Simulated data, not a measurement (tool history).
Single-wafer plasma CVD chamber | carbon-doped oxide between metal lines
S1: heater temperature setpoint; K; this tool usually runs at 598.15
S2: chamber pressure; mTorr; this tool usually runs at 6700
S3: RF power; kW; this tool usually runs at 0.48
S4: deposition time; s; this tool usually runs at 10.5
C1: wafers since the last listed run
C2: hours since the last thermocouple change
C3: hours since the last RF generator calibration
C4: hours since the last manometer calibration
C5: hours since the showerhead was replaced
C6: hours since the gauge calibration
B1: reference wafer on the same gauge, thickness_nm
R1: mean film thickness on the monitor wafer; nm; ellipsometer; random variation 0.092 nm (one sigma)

run	day	S1	S2	S3	S4	C1	C2	C3	C4	C5	C6	B1	R1
1	0	598.15	5410	0.48	10.5	0	1005	1043.7	1949	6037.4	29.3	65.087	56.51
2	0.554	598.15	6700	0.48	10.5	282	1018.3	1057	1962.3	6050.7	42.6	65.089	57.411
3	0.817	598.15	7790	0.48	10.5	133	1024.6	1063.3	1968.6	6057	48.9	65.041	58.101
4	1.133	598.15	7790	0.48	10.5	161	1032.2	1070.9	1976.2	6064.6	56.5	65.083	57.877
5	1.658	598.15	7790	0.48	10.5	267	1044.8	1083.5	1988.8	6077.2	69.1	65.134	57.774
6	1.988	598.15	6700	0.48	12	167	1052.7	1091.4	1996.7	6085.1	77	65.098	65.517
7	2.35	598.15	6700	0.48	12	184	1061.4	1100.1	2005.4	6093.8	85.7	65.111	65.162
8	2.829	598.15	6700	0.48	12	244	1072.9	1111.6	2016.9	6105.3	97.2	65.066	65.126
9	3.096	598.15	6700	0.48	10.5	136	1079.3	1118	2023.3	6111.7	103.6	65.066	57.269
10	3.388	598.15	5770	0.48	10.5	148	1086.3	1125	2030.3	6118.7	110.6	65.127	56.539
# day 3.812: capacitance manometer re-zeroed and calibrated
# day 4.046: showerhead replaced
11	4.067	608.15	6700	0.575	9.2	57	1102.6	1141.3	6.1	0.5	126.9	65.074	53.33
# day 4.429: thermocouple changed; heater temperature recalibrated
12	4.658	585.15	7460	0.405	11.2	131	5.5	1155.5	20.3	14.7	141.1	65.037	58.188
# day 4.838: gauge calibrated
13	4.946	598.15	6090	0.455	10.5	146	12.4	1162.4	27.2	21.6	2.6	65.152	54.544
14	5.325	584.15	6700	0.575	12.1	193	21.5	1171.5	36.3	30.7	11.7	65.043	77.067
# day 5.671: RF generator calibrated
15	6.188	598.15	6700	0.44	10.5	269	42.2	12.4	57	51.4	32.4	65.13	57.497
16	6.812	598.15	6700	0.48	10.5	318	57.2	27.4	72	66.4	47.4	65.124	60.279
17	7.142	598.15	6700	0.425	10.5	167	65.1	35.3	79.9	74.3	55.3	65.116	56.277
18	7.471	598.15	5540	0.48	10.5	167	73	43.2	87.8	82.2	63.2	65.089	59.312

Below are 5 alternative next runs, each starting from the tool's condition after run 18. Predict each:
A	7.488	598.15	6700	0.48	10.5	8	73.4	43.6	88.2	82.6	63.6	?	?
B	7.488	604.15	7170	0.45	9.1	8	73.4	43.6	88.2	82.6	63.6	?	?
C	7.488	610.15	6180	0.48	8.7	8	73.4	43.6	88.2	82.6	63.6	?	?
D	7.488	584.15	8200	0.54	11.3	8	73.4	43.6	88.2	82.6	63.6	?	?
E	7.488	592.15	5560	0.455	9.4	8	73.4	43.6	88.2	82.6	63.6	?	?

run	B1	R1
A	65.155	60.262
B	65.155	49.505
C	65.155	47.498
D	65.155	74.449
E	65.155	53.031
The same runs, with their run-to-run variation unchanged, on a tool lacking any hidden condition would have given:
run	R1
A	60.396
B	49.632
C	47.603
D	74.612
E	53.149

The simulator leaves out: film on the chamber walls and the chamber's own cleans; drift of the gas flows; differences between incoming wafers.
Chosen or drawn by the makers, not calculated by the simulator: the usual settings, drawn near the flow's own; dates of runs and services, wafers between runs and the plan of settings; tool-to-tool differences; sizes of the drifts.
